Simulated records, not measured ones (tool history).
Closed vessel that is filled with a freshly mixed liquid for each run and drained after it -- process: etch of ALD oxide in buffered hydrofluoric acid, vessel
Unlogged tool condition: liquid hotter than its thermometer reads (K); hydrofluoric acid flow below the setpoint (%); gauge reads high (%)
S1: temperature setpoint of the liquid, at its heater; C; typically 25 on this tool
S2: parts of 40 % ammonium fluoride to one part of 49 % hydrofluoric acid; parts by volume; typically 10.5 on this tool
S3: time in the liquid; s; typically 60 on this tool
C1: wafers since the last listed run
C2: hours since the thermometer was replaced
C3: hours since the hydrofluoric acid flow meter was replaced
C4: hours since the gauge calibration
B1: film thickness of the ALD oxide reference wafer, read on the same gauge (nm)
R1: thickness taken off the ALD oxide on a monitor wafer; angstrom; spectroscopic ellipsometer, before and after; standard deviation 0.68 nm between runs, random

run	day	S1	S2	S3	C1	C2	C3	C4	B1	R1
1	0	25	10.5	60	0	583.9	92.9	1377.3	50	868.9
# day 0.75: thermometer replaced
2	3.196	25	10.5	60	9517	58.7	169.6	1454	49.98	831.3
3	6.929	26.5	10.5	60	11265	148.3	259.2	1543.6	50	925.3
4	9.4	25	10.5	60	7455	207.6	318.5	1602.9	50.01	848.1
5	12.408	25	10.5	60	9077	279.8	390.7	1675.1	50.01	854
6	15.604	25	10.5	60	9643	356.5	467.4	1751.8	49.99	843.7
7	18.558	25	9.5	60	8914	427.4	538.3	1822.7	50.01	922.4
8	22.583	25	10.5	60	12145	524	634.9	1919.3	50	861.8
9	25.2	26	10.5	60	7895	586.8	697.7	1982.1	49.98	917.5
# day 27.271: hydrofluoric acid flow meter replaced
# day 29.279: thermometer replaced
10	29.446	25	10.5	60	12560	4	52.2	2084	50.04	843.7
11	31.621	25	10.5	60	6563	56.2	104.4	2136.2	50	844.6
12	33.375	25	10.5	60	5293	98.3	146.5	2178.3	49.99	850.8
# day 35.529: gauge calibrated
13	37.004	25	10.5	60	10950	185.4	233.6	35.4	50	846.5
14	40.688	25	10.5	60	11114	273.8	322	123.8	49.99	854.4
15	44.242	20	8.5	95	10724	359.1	407.3	209.1	50.01	1250.3
16	47.312	28	14	60	9266	432.8	481	282.8	50.01	774.7

Expected results for the next run?
17	50.408	25	10.5	60	9341	507.1	555.3	357.1	?	?

B1: 49.97
R1: 864.4 angstrom
Were there no unlogged condition in the tool, this run, its random variation unchanged, would have produced R1 825.1 angstrom.
